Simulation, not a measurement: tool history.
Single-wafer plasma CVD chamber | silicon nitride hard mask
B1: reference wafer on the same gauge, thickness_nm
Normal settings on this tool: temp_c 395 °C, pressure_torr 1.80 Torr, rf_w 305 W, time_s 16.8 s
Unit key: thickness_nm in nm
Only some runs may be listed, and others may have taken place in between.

{"run": 1, "hour": 0.0, "temp_c": 395, "pressure_torr": 1.8, "rf_w": 305, "time_s": 16.8, "B1": 22.2, "thickness_nm": 18.919}
{"run": 2, "hour": 30.3, "temp_c": 395, "pressure_torr": 1.8, "rf_w": 305, "time_s": 16.8, "B1": 22.214, "thickness_nm": 18.797}
{"run": 3, "hour": 43.2, "temp_c": 395, "pressure_torr": 1.8, "rf_w": 305, "time_s": 16.8, "B1": 22.192, "thickness_nm": 18.694}
{"run": 4, "hour": 61.1, "temp_c": 400, "pressure_torr": 1.8, "rf_w": 305, "time_s": 16.8, "B1": 22.179, "thickness_nm": 18.808}
{"run": 5, "hour": 92.4, "temp_c": 400, "pressure_torr": 1.8, "rf_w": 305, "time_s": 16.8, "B1": 22.206, "thickness_nm": 18.803}
{"run": 6, "hour": 117.1, "temp_c": 400, "pressure_torr": 1.8, "rf_w": 305, "time_s": 16.8, "B1": 22.197, "thickness_nm": 18.831}
{"hour": 151.6, "done": "RF generator calibrated"}
{"run": 7, "hour": 152.1, "temp_c": 395, "pressure_torr": 1.8, "rf_w": 305, "time_s": 16.8, "B1": 22.201, "thickness_nm": 18.814}
{"run": 8, "hour": 174.0, "temp_c": 395, "pressure_torr": 1.8, "rf_w": 305, "time_s": 16.8, "B1": 22.243, "thickness_nm": 18.776}
{"run": 9, "hour": 208.0, "temp_c": 401, "pressure_torr": 1.8, "rf_w": 305, "time_s": 16.8, "B1": 22.214, "thickness_nm": 18.806}
{"hour": 220.4, "done": "thermocouple changed; heater temperature recalibrated"}
{"run": 10, "hour": 225.9, "temp_c": 395, "pressure_torr": 1.35, "rf_w": 305, "time_s": 17.7, "B1": 22.193, "thickness_nm": 18.151}
{"run": 11, "hour": 246.9, "temp_c": 401, "pressure_torr": 1.8, "rf_w": 305, "time_s": 16.8, "B1": 22.194, "thickness_nm": 18.666}
{"run": 12, "hour": 277.5, "temp_c": 395, "pressure_torr": 1.8, "rf_w": 305, "time_s": 16.8, "B1": 22.224, "thickness_nm": 18.763}
{"run": 13, "hour": 294.5, "temp_c": 395, "pressure_torr": 2.14, "rf_w": 305, "time_s": 15.3, "B1": 22.178, "thickness_nm": 18.003}
{"hour": 320.8, "done": "gauge calibrated"}
{"hour": 325.4, "done": "showerhead replaced"}
{"run": 14, "hour": 327.0, "temp_c": 395, "pressure_torr": 1.8, "rf_w": 280, "time_s": 14.5, "B1": 22.163, "thickness_nm": 15.266}
{"hour": 357.6, "done": "capacitance manometer re-zeroed and calibrated"}
{"run": 15, "hour": 358.3, "temp_c": 402, "pressure_torr": 1.64, "rf_w": 305, "time_s": 14.7, "B1": 22.21, "thickness_nm": 16.09}
{"run": 16, "hour": 385.2, "temp_c": 395, "pressure_torr": 1.8, "rf_w": 305, "time_s": 16.8, "B1": 22.193, "thickness_nm": 18.831}
{"run": 17, "hour": 410.4, "temp_c": 395, "pressure_torr": 1.8, "rf_w": 305, "time_s": 18.6, "B1": 22.191, "thickness_nm": 20.817}
{"run": 18, "hour": 444.7, "temp_c": 395, "pressure_torr": 1.43, "rf_w": 335, "time_s": 17.9, "B1": 22.223, "thickness_nm": 20.102}
{"run": 19, "hour": 461.2, "temp_c": 395, "pressure_torr": 1.8, "rf_w": 275, "time_s": 18.7, "B1": 22.184, "thickness_nm": 19.541}

Below are 5 alternative next runs, each starting from the tool's condition after run 19. Predict each:
{"run": "A", "hour": 461.6, "temp_c": 395, "pressure_torr": 1.8, "rf_w": 265, "time_s": 16.8, "B1": "?", "thickness_nm": "?"}
{"run": "B", "hour": 461.6, "temp_c": 399, "pressure_torr": 1.8, "rf_w": 305, "time_s": 19.8, "B1": "?", "thickness_nm": "?"}
{"run": "C", "hour": 461.6, "temp_c": 395, "pressure_torr": 1.58, "rf_w": 360, "time_s": 16.8, "B1": "?", "thickness_nm": "?"}
{"run": "D", "hour": 461.6, "temp_c": 387, "pressure_torr": 1.8, "rf_w": 305, "time_s": 16.8, "B1": "?", "thickness_nm": "?"}
{"run": "E", "hour": 461.6, "temp_c": 382, "pressure_torr": 1.53, "rf_w": 265, "time_s": 13.7, "B1": "?", "thickness_nm": "?"}

run=A B1=22.202 thickness_nm=16.877
run=B B1=22.202 thickness_nm=22.093
run=C B1=22.202 thickness_nm=20.326
run=D B1=22.202 thickness_nm=18.861
run=E B1=22.202 thickness_nm=13.210
With the hidden condition removed and each run's random variation left untouched, the same runs would have given:
run=A thickness_nm=16.877
run=B thickness_nm=22.093
run=C thickness_nm=20.326
run=D thickness_nm=18.861
run=E thickness_nm=13.210
